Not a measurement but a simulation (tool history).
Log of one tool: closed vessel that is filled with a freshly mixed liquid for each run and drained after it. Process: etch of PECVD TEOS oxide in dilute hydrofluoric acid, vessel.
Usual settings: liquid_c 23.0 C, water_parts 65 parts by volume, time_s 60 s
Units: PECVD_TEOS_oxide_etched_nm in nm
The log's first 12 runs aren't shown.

| run | hour | liquid_c | water_parts | time_s | read-back film thickness of the PECVD TEOS oxide reference wafer, read on the same gauge (nm) | PECVD_TEOS_oxide_etched_nm |
|---|---|---|---|---|---|---|
|  | 179.7 | gauge calibrated |
| 13 | 216.3 | 21.0 | 75 | 90 | 50.01 | 20.67 |
| 14 | 225.6 | 21.0 | 45 | 90 | 49.99 | 35.84 |
| 15 | 269.6 | 21.5 | 90 | 80 | 50.03 | 15.20 |
|  | 284.4 | hydrofluoric acid flow meter replaced |
| 16 | 285.6 | 27.0 | 85 | 80 | 50.00 | 20.20 |
| 17 | 297.9 | 23.0 | 65 | 60 | 50.04 | 17.41 |
| 18 | 304.1 | 18.0 | 90 | 70 | 50.01 | 11.56 |
| 19 | 321.3 | 21.5 | 55 | 80 | 50.01 | 26.30 |
| 20 | 335.4 | 23.0 | 65 | 60 | 49.99 | 17.50 |
| 21 | 350.3 | 23.0 | 50 | 70 | 50.01 | 27.44 |
|  | 368.0 | thermometer replaced |
| 22 | 368.5 | 23.0 | 65 | 30 | 50.00 | 7.87 |
| 23 | 381.6 | 23.0 | 65 | 60 | 49.98 | 15.47 |
| 24 | 395.8 | 19.0 | 40 | 50 | 50.00 | 18.58 |
| 25 | 409.0 | 21.5 | 65 | 75 | 50.03 | 18.33 |
| 26 | 425.3 | 23.0 | 65 | 85 | 50.04 | 21.99 |
| 27 | 433.2 | 23.0 | 65 | 60 | 49.96 | 15.72 |
| 28 | 475.6 | 26.5 | 40 | 70 | 49.99 | 35.39 |
| 29 | 485.1 | 21.0 | 65 | 60 | 50.00 | 14.59 |
| 30 | 492.3 | 23.0 | 65 | 60 | 50.02 | 15.64 |
| 31 | 499.2 | 23.0 | 40 | 60 | 49.99 | 26.49 |

Run 32 comes next. What will it give?
| 32 | 507.3 | 21.0 | 75 | 90 | ? | ? |

Run 32 gave read-back film thickness of the PECVD TEOS oxide reference wafer, read on the same gauge (nm) 50.00, PECVD_TEOS_oxide_etched_nm 18.55 nm.
Without the tool's hidden state the same run would have given PECVD_TEOS_oxide_etched_nm 18.32 nm.
